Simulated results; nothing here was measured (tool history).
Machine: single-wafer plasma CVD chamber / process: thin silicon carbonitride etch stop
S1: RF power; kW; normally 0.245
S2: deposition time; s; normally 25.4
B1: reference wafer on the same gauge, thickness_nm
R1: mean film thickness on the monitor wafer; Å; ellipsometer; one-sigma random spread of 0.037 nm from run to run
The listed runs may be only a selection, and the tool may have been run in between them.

{"run": 1, "hour": 0.0, "S1": 0.245, "S2": 23.9, "B1": 13.701, "R1": 146.18}
{"run": 2, "hour": 21.9, "S1": 0.245, "S2": 28.6, "B1": 13.701, "R1": 174.88}
{"run": 3, "hour": 38.8, "S1": 0.245, "S2": 28.6, "B1": 13.701, "R1": 175.33}
{"run": 4, "hour": 67.6, "S1": 0.245, "S2": 28.6, "B1": 13.704, "R1": 174.51}
{"run": 5, "hour": 103.3, "S1": 0.245, "S2": 26.7, "B1": 13.708, "R1": 163.54}
{"run": 6, "hour": 133.0, "S1": 0.245, "S2": 26.7, "B1": 13.697, "R1": 162.4}
{"hour": 149.1, "done": "thermocouple changed; heater temperature recalibrated"}
{"hour": 159.1, "done": "gauge calibrated"}
{"run": 7, "hour": 160.9, "S1": 0.245, "S2": 26.7, "B1": 13.701, "R1": 163.05}
{"run": 8, "hour": 179.2, "S1": 0.245, "S2": 25.4, "B1": 13.705, "R1": 155.61}
{"run": 9, "hour": 215.0, "S1": 0.245, "S2": 23.1, "B1": 13.703, "R1": 141.03}
{"run": 10, "hour": 242.6, "S1": 0.29, "S2": 25.4, "B1": 13.696, "R1": 164.29}
{"run": 11, "hour": 256.7, "S1": 0.275, "S2": 22.8, "B1": 13.696, "R1": 144.39}
{"hour": 270.3, "done": "showerhead replaced, of another model than before"}
{"run": 12, "hour": 280.4, "S1": 0.29, "S2": 23.8, "B1": 13.7, "R1": 154.63}
{"hour": 307.2, "done": "RF generator calibrated"}
{"run": 13, "hour": 307.7, "S1": 0.22, "S2": 28.5, "B1": 13.696, "R1": 170.12}
{"run": 14, "hour": 333.8, "S1": 0.205, "S2": 22.3, "B1": 13.699, "R1": 127.87}
{"run": 15, "hour": 368.5, "S1": 0.245, "S2": 28.6, "B1": 13.7, "R1": 179.14}
{"run": 16, "hour": 388.7, "S1": 0.245, "S2": 23.4, "B1": 13.697, "R1": 146.44}
{"run": 17, "hour": 421.0, "S1": 0.21, "S2": 22.1, "B1": 13.695, "R1": 127.77}
{"run": 18, "hour": 449.4, "S1": 0.225, "S2": 24.1, "B1": 13.699, "R1": 143.28}

Consider 3 possible next runs. They are alternatives, not a sequence: every one starts from the tool as it was left by run 18. What does each give?
{"run": "A", "hour": 449.8, "S1": 0.225, "S2": 25.4, "B1": "?", "R1": "?"}
{"run": "B", "hour": 449.8, "S1": 0.21, "S2": 25.4, "B1": "?", "R1": "?"}
{"run": "C", "hour": 449.8, "S1": 0.27, "S2": 21.2, "B1": "?", "R1": "?"}

run=A B1=13.703 R1=151.89
run=B B1=13.703 R1=146.50
run=C B1=13.703 R1=138.41
With the hidden condition removed and each run's random variation left untouched, the same runs would have given:
run=A R1=153.96
run=B R1=148.51
run=C R1=140.30

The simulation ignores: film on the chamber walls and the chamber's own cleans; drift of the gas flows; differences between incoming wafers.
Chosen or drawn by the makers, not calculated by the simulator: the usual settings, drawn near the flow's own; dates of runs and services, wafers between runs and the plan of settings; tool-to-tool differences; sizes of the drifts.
